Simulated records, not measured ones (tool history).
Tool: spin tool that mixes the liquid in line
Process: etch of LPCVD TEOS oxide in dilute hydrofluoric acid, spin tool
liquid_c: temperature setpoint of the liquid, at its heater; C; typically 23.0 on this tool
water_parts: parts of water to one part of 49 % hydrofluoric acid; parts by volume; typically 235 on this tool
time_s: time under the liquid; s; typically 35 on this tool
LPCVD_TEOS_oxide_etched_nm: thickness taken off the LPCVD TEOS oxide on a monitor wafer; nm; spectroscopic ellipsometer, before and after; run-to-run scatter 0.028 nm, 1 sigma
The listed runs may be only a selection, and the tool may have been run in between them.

run    hour  liquid_c  water_parts  time_s  wafers since the last listed run  hours since the thermometer was replaced  hours since the hydrofluoric acid flow meter was replaced  hours since the gauge calibration  read-back film thickness of the LPCVD TEOS oxide reference wafer, read on the same gauge (nm)  LPCVD_TEOS_oxide_etched_nm
  1     0.0      23.0          235      35                                 0                                    1408.0                                                      153.7                              971.4                                                                                         97.265                       4.172
  2    64.1      21.0          235      35                              1138                                    1472.1                                                      217.8                             1035.5                                                                                         97.037                       3.845
  3   112.7      21.0          235      35                               863                                    1520.7                                                      266.4                             1084.1                                                                                         96.925                       3.827
  4   195.6      21.0          235      35                              1472                                    1603.6                                                      349.3                             1167.0                                                                                         96.600                       3.808
      254.4  -- hydrofluoric acid flow meter replaced
  5   255.7      23.0          235      35                              1049                                    1663.7                                                        1.3                             1227.1                                                                                         96.465                       4.134
  6   316.3      23.0          235      35                              1076                                    1724.3                                                       61.9                             1287.7                                                                                         96.328                       4.079
  7   403.2      23.0          235      35                              1543                                    1811.2                                                      148.8                             1374.6                                                                                         96.048                       4.052
  8   474.2      23.0          235      35                              1260                                    1882.2                                                      219.8                             1445.6                                                                                         95.807                       4.060
  9   581.7      23.0          235      35                              1909                                    1989.7                                                      327.3                             1553.1                                                                                         95.505                       4.063
      677.2  -- hydrofluoric acid flow meter replaced
 10   688.7      23.0          235      35                              1882                                    2096.7                                                       11.5                             1660.1                                                                                         95.173                       4.080
      701.2  -- gauge calibrated
 11   735.0      18.5          270      45                               822                                    2143.0                                                       57.8                               33.8                                                                                         99.496                       3.857
 12   818.1      21.5          120      30                              1475                                    2226.1                                                      140.9                              116.9                                                                                         99.208                       7.617
      823.1  -- thermometer replaced
 13   879.1      20.0          115      20                              1065                                      56.0                                                      201.9                              177.9                                                                                         99.048                       4.943
 14   981.1      23.0          235      35                              1811                                     158.0                                                      303.9                              279.9                                                                                         98.783                       4.198
 15  1053.0      19.0          275      20                              1276                                     229.9                                                      375.8                              351.8                                                                                         98.547                       1.705
     1097.9  -- hydrofluoric acid flow meter replaced
 16  1267.4      23.0          180      35                              3789                                     444.3                                                      169.5                              566.2                                                                                         97.898                       5.718

Run 17, settings as shown, results not yet in. Your forecast:
 17  1342.0      18.5          165      35                              1324                                     518.9                                                      244.1                              640.8                                                                                              ?                           ?

read-back film thickness of the LPCVD TEOS oxide reference wafer, read on the same gauge (nm): 97.664
LPCVD_TEOS_oxide_etched_nm: 5.318 nm
With the hidden condition absent and the run-to-run variation left alone, this run would have shown LPCVD_TEOS_oxide_etched_nm 5.444 nm.
